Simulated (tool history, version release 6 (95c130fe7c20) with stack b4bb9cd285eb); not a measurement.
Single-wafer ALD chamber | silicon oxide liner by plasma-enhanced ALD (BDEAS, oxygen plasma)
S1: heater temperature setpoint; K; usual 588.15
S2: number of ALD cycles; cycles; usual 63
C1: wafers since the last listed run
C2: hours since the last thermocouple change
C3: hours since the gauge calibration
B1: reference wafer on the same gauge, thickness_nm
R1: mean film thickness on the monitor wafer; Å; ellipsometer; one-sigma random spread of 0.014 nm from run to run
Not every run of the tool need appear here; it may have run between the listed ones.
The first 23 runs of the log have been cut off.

run 24 day=28.629 | S1=574.15 S2=68 | C1=177 C2=163.3 C3=39.3 | B1=6.411 | R1=63.08
run 25 day=29.8 | S1=595.15 S2=63 | C1=139 C2=191.4 C3=67.4 | B1=6.409 | R1=57.36
run 26 day=31.183 | S1=588.15 S2=53 | C1=165 C2=224.6 C3=100.6 | B1=6.406 | R1=48.53
run 27 day=32.121 | S1=588.15 S2=63 | C1=112 C2=247.1 C3=123.1 | B1=6.403 | R1=57.52
run 28 day=33.367 | S1=596.15 S2=72 | C1=148 C2=277 C3=153 | B1=6.401 | R1=65.26
run 29 day=34.621 | S1=576.15 S2=51 | C1=149 C2=307.1 C3=183.1 | B1=6.401 | R1=47.33
run 30 day=36.562 | S1=576.15 S2=63 | C1=232 C2=353.7 C3=229.7 | B1=6.401 | R1=58.46
run 31 day=37.288 | S1=576.15 S2=69 | C1=86 C2=371.1 C3=247.1 | B1=6.395 | R1=64.08

Forecast each of these 5 alternatives for the next run:
run A day=37.308 | S1=603.15 S2=63 | C1=2 C2=371.6 C3=247.6 | B1=? | R1=?
run B day=37.308 | S1=601.15 S2=58 | C1=2 C2=371.6 C3=247.6 | B1=? | R1=?
run C day=37.308 | S1=593.15 S2=70 | C1=2 C2=371.6 C3=247.6 | B1=? | R1=?
run D day=37.308 | S1=597.15 S2=52 | C1=2 C2=371.6 C3=247.6 | B1=? | R1=?
run E day=37.308 | S1=574.15 S2=58 | C1=2 C2=371.6 C3=247.6 | B1=? | R1=?

run=A B1=6.396 R1=56.52
run=B B1=6.396 R1=52.16
run=C B1=6.396 R1=63.6
run=D B1=6.396 R1=47.01
run=E B1=6.396 R1=53.96
The same runs, with their run-to-run variation unchanged, on a tool lacking any hidden condition would have given:
run=A R1=56.72
run=B R1=52.35
run=C R1=63.83
run=D R1=47.18
run=E R1=54.16
